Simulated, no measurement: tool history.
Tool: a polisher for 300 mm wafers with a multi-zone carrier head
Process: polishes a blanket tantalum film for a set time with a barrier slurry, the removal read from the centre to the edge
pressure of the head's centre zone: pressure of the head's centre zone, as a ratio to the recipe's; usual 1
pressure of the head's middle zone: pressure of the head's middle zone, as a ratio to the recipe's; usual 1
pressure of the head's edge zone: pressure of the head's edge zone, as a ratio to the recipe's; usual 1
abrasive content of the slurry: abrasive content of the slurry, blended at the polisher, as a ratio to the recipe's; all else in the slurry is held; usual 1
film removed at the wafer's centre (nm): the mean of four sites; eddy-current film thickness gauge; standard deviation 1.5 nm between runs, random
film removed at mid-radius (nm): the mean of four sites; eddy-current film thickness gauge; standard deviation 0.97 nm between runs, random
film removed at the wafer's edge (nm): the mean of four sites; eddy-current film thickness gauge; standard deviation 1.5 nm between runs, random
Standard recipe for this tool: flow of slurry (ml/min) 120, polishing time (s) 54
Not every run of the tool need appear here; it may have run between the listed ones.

run	day	flow of slurry (ml/min)	pressure of the head's centre zone	pressure of the head's middle zone	pressure of the head's edge zone	abrasive content of the slurry	polishing time (s)	incoming thickness of the incoming film, nm	film removed at the wafer's centre (nm)	film removed at mid-radius (nm)	film removed at the wafer's edge (nm)
1	0	120	1	1	1	1	54	336.8	99.4	100.4	101.3
2	2.617	120	1	1	1	1	54	344	100.7	101.7	101.9
3	4.075	120	1	1.05	1	1.1	54	339.9	100.5	104.5	102.5
4	5.196	120	1	1.05	1	1.1	54	336.6	103.2	106.5	101.1
5	6.312	120	1	1	1	1	37	340.3	66.5	68.3	70
6	8.742	120	1	1.07	1	1	54	340.6	98.9	103.2	102.4
7	10.025	120	1	1	1	1	54	340.7	98	97.2	102.2
# day 10.962: carrier head's membrane replaced by a new one, of another model than before
# day 12.279: worn pad replaced by a new one
8	12.3	100	1	1	1.1	1	54	347.4	90.5	93.7	97.6
9	13.925	120	1	1	1	1	54	340.5	96.9	97.7	99.1
10	15.412	120	1	1	1	1	54	341	97.3	96.6	99.3
# day 15.592: edge zone pressure recalibrated
11	17.275	120	1	1	1	1	54	332.7	94.4	95.1	97.6
# day 17.712: slurry nozzle cleaned
12	18.388	120	1	1	1	1	70	335.1	134.5	135.8	138
13	20.783	120	1	1	1	1	61	339.8	119	117.3	117.2
# day 21.55: centre zone pressure recalibrated
# day 22.104: worn pad replaced by a new one
14	22.325	150	1	1	1	1	70	338.9	142.7	141.7	140.1
15	23.583	120	1	1	1.05	1	54	338	103.6	104	106.4
16	24.596	155	1	1	1	1	54	345.8	110.8	109.5	108.1
17	26.846	120	1	1	1	1	54	346.7	101.8	102.5	103.2
18	28.896	120	1	1	1	1	54	337.2	100.5	100.4	102.5
19	29.929	90	1	1	0.88	1	72	343.4	121	124	122.9
# day 33.9: edge zone pressure recalibrated
# day 34.604: worn pad replaced by a new one
20	36.217	85	1.04	1	1	1.3	39	337.1	67.4	68.1	72.8

List, for all runs, the conditions of the tool that the log does not record:
removal rate lost through wear of the pad, %: 0 at every run
deviation of the centre zone's pressure from its setpoint, %: 0 at every run
deviation of the edge zone's pressure from its setpoint, %: 0 at every run
H1: slurry flow missing at the pad, %
run	H1
1	15.4
2	17.4
3	18.5
4	19.3
5	20.2
6	22
7	23
8	24.7
9	25.9
10	27
11	28.4
12	5.58
13	7.38
14	8.54
15	9.49
16	10.2
17	11.9
18	13.5
19	14.3
20	19

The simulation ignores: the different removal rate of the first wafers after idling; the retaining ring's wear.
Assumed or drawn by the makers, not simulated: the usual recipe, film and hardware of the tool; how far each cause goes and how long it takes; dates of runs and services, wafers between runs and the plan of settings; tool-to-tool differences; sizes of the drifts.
